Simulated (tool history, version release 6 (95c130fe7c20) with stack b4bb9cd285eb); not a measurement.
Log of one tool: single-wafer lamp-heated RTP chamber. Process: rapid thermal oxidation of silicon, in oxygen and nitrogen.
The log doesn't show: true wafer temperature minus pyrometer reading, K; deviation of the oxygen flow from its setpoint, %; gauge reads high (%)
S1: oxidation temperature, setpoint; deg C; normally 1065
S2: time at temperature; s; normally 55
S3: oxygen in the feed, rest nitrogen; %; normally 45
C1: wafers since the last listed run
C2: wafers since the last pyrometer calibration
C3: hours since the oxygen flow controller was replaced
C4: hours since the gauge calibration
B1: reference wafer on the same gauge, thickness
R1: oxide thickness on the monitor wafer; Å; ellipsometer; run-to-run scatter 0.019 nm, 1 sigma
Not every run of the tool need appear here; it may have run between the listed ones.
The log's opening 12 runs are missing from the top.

run 13 hour=173.2 | S1=1065 S2=55 S3=45 | C1=125 C2=8236 C3=6466.1 C4=281.7 | B1=8.531 | R1=78.45
-- hour=181.4 pyrometer window cleaned and pyrometer calibrated
run 14 hour=183.6 | S1=1065 S2=35 S3=45 | C1=21 C2=19 C3=6476.5 C4=292.1 | B1=8.534 | R1=61.91
run 15 hour=197.1 | S1=1065 S2=35 S3=45 | C1=120 C2=140 C3=6490.0 C4=305.6 | B1=8.531 | R1=61.68
-- hour=202.4 gauge calibrated
run 16 hour=208.7 | S1=1050 S2=55 S3=45 | C1=103 C2=244 C3=6501.6 C4=6.3 | B1=8.532 | R1=67.86
run 17 hour=226.2 | S1=1065 S2=55 S3=45 | C1=156 C2=400 C3=6519.1 C4=23.8 | B1=8.528 | R1=75.09
run 18 hour=235.2 | S1=1065 S2=45 S3=25 | C1=80 C2=481 C3=6528.1 C4=32.8 | B1=8.531 | R1=55.80
run 19 hour=249.8 | S1=1085 S2=77 S3=45 | C1=130 C2=612 C3=6542.7 C4=47.4 | B1=8.538 | R1=99.31
run 20 hour=263.6 | S1=1065 S2=55 S3=45 | C1=123 C2=735 C3=6556.5 C4=61.2 | B1=8.531 | R1=75.15
run 21 hour=273.6 | S1=1065 S2=40 S3=71 | C1=89 C2=824 C3=6566.5 C4=71.2 | B1=8.529 | R1=76.58
-- hour=291.5 oxygen flow controller replaced
run 22 hour=292.0 | S1=1047 S2=46 S3=18 | C1=93 C2=917 C3=0.5 C4=89.6 | B1=8.526 | R1=45.48
run 23 hour=300.5 | S1=1055 S2=55 S3=31 | C1=76 C2=993 C3=9.0 C4=98.1 | B1=8.529 | R1=61.90
run 24 hour=311.1 | S1=1065 S2=55 S3=45 | C1=94 C2=1088 C3=19.6 C4=108.7 | B1=8.531 | R1=75.38
run 25 hour=328.0 | S1=1065 S2=62 S3=69 | C1=151 C2=1239 C3=36.5 C4=125.6 | B1=8.528 | R1=91.94
run 26 hour=339.4 | S1=1075 S2=30 S3=17 | C1=101 C2=1341 C3=47.9 C4=137.0 | B1=8.528 | R1=44.88
run 27 hour=349.6 | S1=1065 S2=45 S3=32 | C1=91 C2=1433 C3=58.1 C4=147.2 | B1=8.530 | R1=61.15
run 28 hour=361.5 | S1=1065 S2=55 S3=27 | C1=106 C2=1539 C3=70.0 C4=159.1 | B1=8.531 | R1=62.78
run 29 hour=377.7 | S1=1065 S2=55 S3=45 | C1=144 C2=1684 C3=86.2 C4=175.3 | B1=8.534 | R1=75.09
run 30 hour=388.1 | S1=1065 S2=30 S3=45 | C1=93 C2=1777 C3=96.6 C4=185.7 | B1=8.531 | R1=58.16
run 31 hour=403.3 | S1=1065 S2=71 S3=45 | C1=135 C2=1913 C3=111.8 C4=200.9 | B1=8.532 | R1=83.77
run 32 hour=415.7 | S1=1043 S2=55 S3=45 | C1=110 C2=2024 C3=124.2 C4=213.3 | B1=8.523 | R1=64.89
run 33 hour=426.8 | S1=1065 S2=74 S3=45 | C1=99 C2=2123 C3=135.3 C4=224.4 | B1=8.534 | R1=85.61
run 34 hour=433.4 | S1=1052 S2=42 S3=37 | C1=59 C2=2182 C3=141.9 C4=231.0 | B1=8.526 | R1=57.56
run 35 hour=444.9 | S1=1065 S2=55 S3=24 | C1=102 C2=2285 C3=153.4 C4=242.5 | B1=8.528 | R1=60.72
run 36 hour=452.3 | S1=1065 S2=55 S3=45 | C1=66 C2=2351 C3=160.8 C4=249.9 | B1=8.531 | R1=75.35
run 37 hour=461.3 | S1=1073 S2=71 S3=24 | C1=80 C2=2432 C3=169.8 C4=258.9 | B1=8.536 | R1=70.99

4 options for the next run, each taken on its own from the tool as it stands now. Forecast them:
run A hour=461.8 | S1=1065 S2=55 S3=19 | C1=4 C2=2436 C3=170.3 C4=259.4 | B1=? | R1=?
run B hour=461.8 | S1=1088 S2=55 S3=45 | C1=4 C2=2436 C3=170.3 C4=259.4 | B1=? | R1=?
run C hour=461.8 | S1=1048 S2=75 S3=24 | C1=4 C2=2436 C3=170.3 C4=259.4 | B1=? | R1=?
run D hour=461.8 | S1=1085 S2=48 S3=45 | C1=4 C2=2436 C3=170.3 C4=259.4 | B1=? | R1=?

run=A B1=8.528 R1=55.91
run=B B1=8.528 R1=87.43
run=C B1=8.528 R1=61.88
run=D B1=8.528 R1=80.80
With the hidden condition removed and each run's random variation left untouched, the same runs would have given:
run=A R1=55.51
run=B R1=86.80
run=C R1=61.42
run=D R1=80.22
